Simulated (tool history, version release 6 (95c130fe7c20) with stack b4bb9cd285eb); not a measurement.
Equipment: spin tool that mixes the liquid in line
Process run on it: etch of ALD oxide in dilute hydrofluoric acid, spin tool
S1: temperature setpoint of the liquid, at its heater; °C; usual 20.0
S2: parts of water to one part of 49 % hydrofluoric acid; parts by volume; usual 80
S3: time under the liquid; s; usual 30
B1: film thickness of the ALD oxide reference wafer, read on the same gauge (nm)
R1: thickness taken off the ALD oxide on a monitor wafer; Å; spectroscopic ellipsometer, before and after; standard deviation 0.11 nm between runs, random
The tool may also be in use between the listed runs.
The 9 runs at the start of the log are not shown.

At hour 846.5: hydrofluoric acid flow meter replaced.
Run 10, hour 856.7: usual settings; B1 39.99. Result: R1 116.9 Å.
At hour 930.4: gauge calibrated.
Run 11, hour 1020.2: usual settings; B1 40.00. Result: R1 116.3 Å.
Run 12, hour 1109.1: usual settings but S1 17.5 °C, S2 120 parts by volume, S3 20 s; B1 40.02. Result: R1 43.7 Å.
Run 13, hour 1181.7: usual settings but S2 45 parts by volume; B1 40.00. Result: R1 219.1 Å.
Run 14, hour 1218.5: usual settings; B1 40.01. Result: R1 115.1 Å.
Run 15, hour 1270.3: usual settings but S2 90 parts by volume, S3 45 s; B1 40.00. Result: R1 152.9 Å.
Run 16, hour 1328.8: usual settings but S2 100 parts by volume, S3 20 s; B1 39.99. Result: R1 60.0 Å.
Run 17, hour 1433.9: usual settings but S2 105 parts by volume; B1 40.00. Result: R1 86.2 Å.
At hour 1524.0: thermometer replaced.
Run 18, hour 1533.3: usual settings but S2 115 parts by volume, S3 40 s; B1 40.01. Result: R1 105.6 Å.
Run 19, hour 1619.0: usual settings but S1 24.5 °C, S2 45 parts by volume; B1 40.01. Result: R1 263.2 Å.
Run 20, hour 1697.3: usual settings but S1 17.5 °C, S2 110 parts by volume, S3 15 s; B1 40.03. Result: R1 37.4 Å.
Run 21, hour 1791.9: usual settings; B1 40.01. Result: R1 117.7 Å.
Run 22, hour 2084.9: usual settings but S2 50 parts by volume, S3 15 s; B1 40.00. Result: R1 98.6 Å.
Run 23, hour 2154.7: usual settings but S1 22.0 °C, S2 60 parts by volume, S3 25 s; B1 40.00. Result: R1 144.7 Å.
Run 24, hour 2235.8: usual settings but S1 17.0 °C, S2 55 parts by volume, S3 35 s; B1 40.00. Result: R1 180.7 Å.
Run 25, hour 2285.9: usual settings but S2 45 parts by volume, S3 40 s; B1 40.02. Result: R1 286.3 Å.
Run 26, hour 2387.3: usual settings but S1 17.5 °C, S2 70 parts by volume; B1 39.98. Result: R1 118.7 Å.
Run 27, hour 2465.5: usual settings but S1 21.5 °C, S2 115 parts by volume, S3 20 s; B1 40.01. Result: R1 55.3 Å.
Run 28, hour 2570.7: usual settings but S1 22.0 °C, S2 50 parts by volume; B1 40.01. Result: R1 213.0 Å.
Run 29, hour 2678.4: usual settings; B1 40.01. Result: R1 113.9 Å.
Run 30, hour 2725.2: usual settings; B1 40.01. Result: R1 117.5 Å.
Run 31, hour 2773.6: usual settings but S3 40 s; B1 40.00. Result: R1 156.1 Å.
Run 32, hour 2877.4: usual settings but S3 15 s; B1 40.01. Result: R1 58.6 Å.
At hour 2889.2: gauge calibrated.
Run 33, hour 2959.2: usual settings but S2 90 parts by volume; B1 39.99. Result: R1 101.4 Å.

Consider 5 possible next runs. They are alternatives, not a sequence: every one starts from the tool as it was left by run 33. What does each give?
Run A, hour 2959.6: usual settings but S2 115 parts by volume; B1 ?. Result: R1 ?.
Run B, hour 2959.6: usual settings but S3 20 s; B1 ?. Result: R1 ?.
Run C, hour 2959.6: usual settings but S1 23.0 °C, S2 50 parts by volume, S3 45 s; B1 ?. Result: R1 ?.
Run D, hour 2959.6: usual settings but S1 23.0 °C, S2 60 parts by volume, S3 15 s; B1 ?. Result: R1 ?.
Run E, hour 2959.6: usual settings but S1 22.0 °C; B1 ?. Result: R1 ?.

run     B1     R1
  A  39.99   76.9
  B  39.99   76.7
  C  39.99  324.3
  D  39.99   88.9
  E  39.99  124.9
What these runs would have given with no unlogged condition in the tool:
run     R1
  A   76.9
  B   76.7
  C  324.3
  D   88.9
  E  124.9
